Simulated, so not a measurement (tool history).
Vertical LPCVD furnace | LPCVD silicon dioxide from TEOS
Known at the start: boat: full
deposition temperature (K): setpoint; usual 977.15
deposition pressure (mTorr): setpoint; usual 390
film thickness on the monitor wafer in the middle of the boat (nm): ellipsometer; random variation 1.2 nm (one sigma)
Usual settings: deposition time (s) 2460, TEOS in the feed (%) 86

| run | hour | deposition temperature (K) | deposition pressure (mTorr) | deposition time (s) | TEOS in the feed (%) | wafers since the last listed run | hours since the last temperature calibration | hours since the pressure gauge was zeroed | hours since the TEOS flow controller was replaced | hours since the gauge calibration | read-back reference wafer on the same gauge, thickness | film thickness on the monitor wafer in the middle of the boat (nm) |
|---|---|---|---|---|---|---|---|---|---|---|---|---|
| 1 | 0.0 | 980.15 | 390 | 2460 | 97 | 0 | 4009.4 | 2000.8 | 5243.9 | 166.9 | 413.05 | 534.32 |
| 2 | 12.5 | 980.15 | 390 | 2460 | 97 | 207 | 4021.9 | 2013.3 | 5256.4 | 179.4 | 413.23 | 537.01 |
| 3 | 28.0 | 968.15 | 390 | 2460 | 86 | 256 | 4037.4 | 2028.8 | 5271.9 | 194.9 | 412.67 | 383.55 |
| 4 | 54.3 | 968.15 | 390 | 2460 | 86 | 436 | 4063.7 | 2055.1 | 5298.2 | 221.2 | 412.57 | 382.52 |
| 5 | 73.8 | 968.15 | 390 | 2460 | 86 | 323 | 4083.2 | 2074.6 | 5317.7 | 240.7 | 412.49 | 382.89 |
| 6 | 122.4 | 977.15 | 390 | 2460 | 86 | 805 | 4131.8 | 2123.2 | 5366.3 | 289.3 | 411.94 | 473.07 |
| 7 | 150.8 | 977.15 | 390 | 2460 | 86 | 470 | 4160.2 | 2151.6 | 5394.7 | 317.7 | 411.79 | 471.61 |
| 8 | 177.2 | 977.15 | 390 | 2460 | 86 | 437 | 4186.6 | 2178.0 | 5421.1 | 344.1 | 411.52 | 470.23 |
| 9 | 211.2 | 977.15 | 410 | 2460 | 86 | 563 | 4220.6 | 2212.0 | 5455.1 | 378.1 | 411.17 | 482.96 |
| 10 | 241.0 | 977.15 | 390 | 2460 | 86 | 494 | 4250.4 | 2241.8 | 5484.9 | 407.9 | 410.94 | 470.51 |
| 11 | 261.3 | 977.15 | 390 | 2460 | 86 | 336 | 4270.7 | 2262.1 | 5505.2 | 428.2 | 410.74 | 470.76 |
|  | 294.9 | TEOS flow controller replaced |
| 12 | 295.4 | 977.15 | 390 | 2460 | 86 | 167 | 4304.8 | 2296.2 | 0.5 | 462.3 | 410.18 | 468.63 |
| 13 | 323.0 | 977.15 | 390 | 1980 | 86 | 457 | 4332.4 | 2323.8 | 28.1 | 489.9 | 409.95 | 377.66 |
|  | 358.0 | thermocouples replaced and temperature profile calibrated |
| 14 | 358.5 | 977.15 | 390 | 2460 | 86 | 190 | 0.5 | 2359.3 | 63.6 | 525.4 | 409.58 | 466.41 |
| 15 | 369.2 | 977.15 | 390 | 2460 | 86 | 177 | 11.2 | 2370.0 | 74.3 | 536.1 | 409.38 | 465.90 |
| 16 | 435.9 | 985.15 | 390 | 2790 | 86 | 1105 | 77.9 | 2436.7 | 141.0 | 602.8 | 409.09 | 641.20 |
| 17 | 458.2 | 977.15 | 355 | 3150 | 86 | 369 | 100.2 | 2459.0 | 163.3 | 625.1 | 408.74 | 572.80 |
| 18 | 534.5 | 977.15 | 295 | 1860 | 93 | 1265 | 176.5 | 2535.3 | 239.6 | 701.4 | 407.93 | 318.88 |
| 19 | 570.0 | 985.15 | 465 | 2940 | 81 | 588 | 212.0 | 2570.8 | 275.1 | 736.9 | 407.33 | 706.98 |
| 20 | 583.7 | 977.15 | 390 | 2460 | 86 | 227 | 225.7 | 2584.5 | 288.8 | 750.6 | 407.32 | 465.27 |
| 21 | 619.4 | 977.15 | 440 | 2460 | 86 | 591 | 261.4 | 2620.2 | 324.5 | 786.3 | 407.08 | 495.49 |
|  | 640.3 | gauge calibrated |
| 22 | 641.7 | 977.15 | 390 | 2460 | 86 | 369 | 283.7 | 2642.5 | 346.8 | 1.4 | 416.10 | 476.28 |
|  | 669.7 | pressure gauge zeroed |
| 23 | 670.2 | 977.15 | 450 | 1860 | 80 | 74 | 312.2 | 0.5 | 375.3 | 29.9 | 415.91 | 373.01 |
| 24 | 686.4 | 977.15 | 390 | 1680 | 86 | 268 | 328.4 | 16.7 | 391.5 | 46.1 | 415.66 | 324.76 |

The next listed run, before its measurement:
| 25 | 718.6 | 977.15 | 390 | 2460 | 86 | 533 | 360.6 | 48.9 | 423.7 | 78.3 | ? | ? |

Run 25 gave read-back reference wafer on the same gauge, thickness 415.57, film thickness on the monitor wafer in the middle of the boat (nm) 474.37.
Without the tool's hidden state the same run would have given film thickness on the monitor wafer in the middle of the boat (nm) 472.82.
